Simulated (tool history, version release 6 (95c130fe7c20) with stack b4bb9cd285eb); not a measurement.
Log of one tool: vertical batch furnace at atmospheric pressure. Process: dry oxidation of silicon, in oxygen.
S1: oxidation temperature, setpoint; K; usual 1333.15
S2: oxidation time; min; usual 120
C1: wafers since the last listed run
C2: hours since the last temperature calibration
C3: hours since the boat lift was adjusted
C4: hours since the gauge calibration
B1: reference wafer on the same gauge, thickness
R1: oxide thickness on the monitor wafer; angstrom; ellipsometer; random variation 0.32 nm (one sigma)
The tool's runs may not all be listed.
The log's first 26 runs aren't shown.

run   hour       S1    S2   C1     C2      C3     C4      B1      R1
 27    411  1318.15    91   41      6  3085.1  135.8  157.95   994.7
 28  416.4  1353.15   120   40   11.4  3090.5  141.2  157.94  1553.5
     443.4  -- boat lift adjusted
 29  443.9  1316.15  88.5   26   38.9     0.5  168.7  157.89   958.8
 30  449.4  1321.15  82.5   41   44.4       6  174.2     158   956.9
 31  470.6  1355.15  93.5  158   65.6    27.2  195.4  157.91  1351.4
 32  486.8  1333.15   120  120   81.8    43.4  211.6  157.92    1341
 33  509.3  1353.15   120  167  104.3    65.9  234.1  157.99  1548.9
 34  573.4  1333.15   120  478  168.4     130  298.2  158.05  1351.7
 35  587.4  1353.15   120  104  182.4     144  312.2  158.07  1564.4
 36  622.3  1333.15   120  260  217.3   178.9  347.1  158.04  1356.5
 37  630.2  1333.15   120   58  225.2   186.8    355  158.02  1352.2

4 ways to go on from here, each from the tool as it stands after run 37. What would each give?
  A  635.8  1345.15  120  41  230.8  192.4  360.6   ?   ?
  B  635.8  1327.15  144  41  230.8  192.4  360.6   ?   ?
  C  635.8  1323.15   74  41  230.8  192.4  360.6   ?   ?
  D  635.8  1315.15  143  41  230.8  192.4  360.6   ?   ?

run      B1      R1
  A  157.99  1473.7
  B  157.99  1448.6
  C  157.99   910.8
  D  157.99  1313.2
Without the tool's hidden state the same runs would have given:
run      R1
  A  1454.1
  B  1428.4
  C   897.1
  D  1293.9
